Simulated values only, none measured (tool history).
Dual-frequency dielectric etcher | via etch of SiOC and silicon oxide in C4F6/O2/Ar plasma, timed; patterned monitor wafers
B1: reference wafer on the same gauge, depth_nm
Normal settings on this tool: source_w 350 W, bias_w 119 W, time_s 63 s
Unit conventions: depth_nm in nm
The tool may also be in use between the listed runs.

run 1 day=0 | source_w=350 bias_w=119 time_s=63 | B1=59.1 | depth_nm=67.1
run 2 day=2.283 | source_w=350 bias_w=119 time_s=63 | B1=59.2 | depth_nm=66.5
run 3 day=3.662 | source_w=350 bias_w=119 time_s=63 | B1=59.1 | depth_nm=67.3
-- day=5.862 wet clean of the chamber
run 4 day=7.008 | source_w=350 bias_w=119 time_s=77 | B1=59.1 | depth_nm=78
run 5 day=9.688 | source_w=350 bias_w=119 time_s=77 | B1=59.1 | depth_nm=80.2
run 6 day=10.954 | source_w=350 bias_w=119 time_s=77 | B1=59.1 | depth_nm=79
run 7 day=13.379 | source_w=350 bias_w=119 time_s=63 | B1=59.2 | depth_nm=65.8
-- day=13.979 source power generator calibrated
run 8 day=16.167 | source_w=350 bias_w=119 time_s=63 | B1=59.1 | depth_nm=65.9
run 9 day=18.112 | source_w=380 bias_w=119 time_s=63 | B1=59 | depth_nm=68.6
-- day=18.358 bias power generator calibrated
-- day=19.738 wet clean of the chamber
run 10 day=19.758 | source_w=410 bias_w=133 time_s=55.5 | B1=59.1 | depth_nm=63.6

Run 11 has not been measured yet. What should we expect?
run 11 day=21.088 | source_w=320 bias_w=138 time_s=53.5 | B1=? | depth_nm=?

B1: 59.2
depth_nm: 55.9 nm
The same run, on a tool lacking any hidden state, would have yielded depth_nm 55.5 nm.
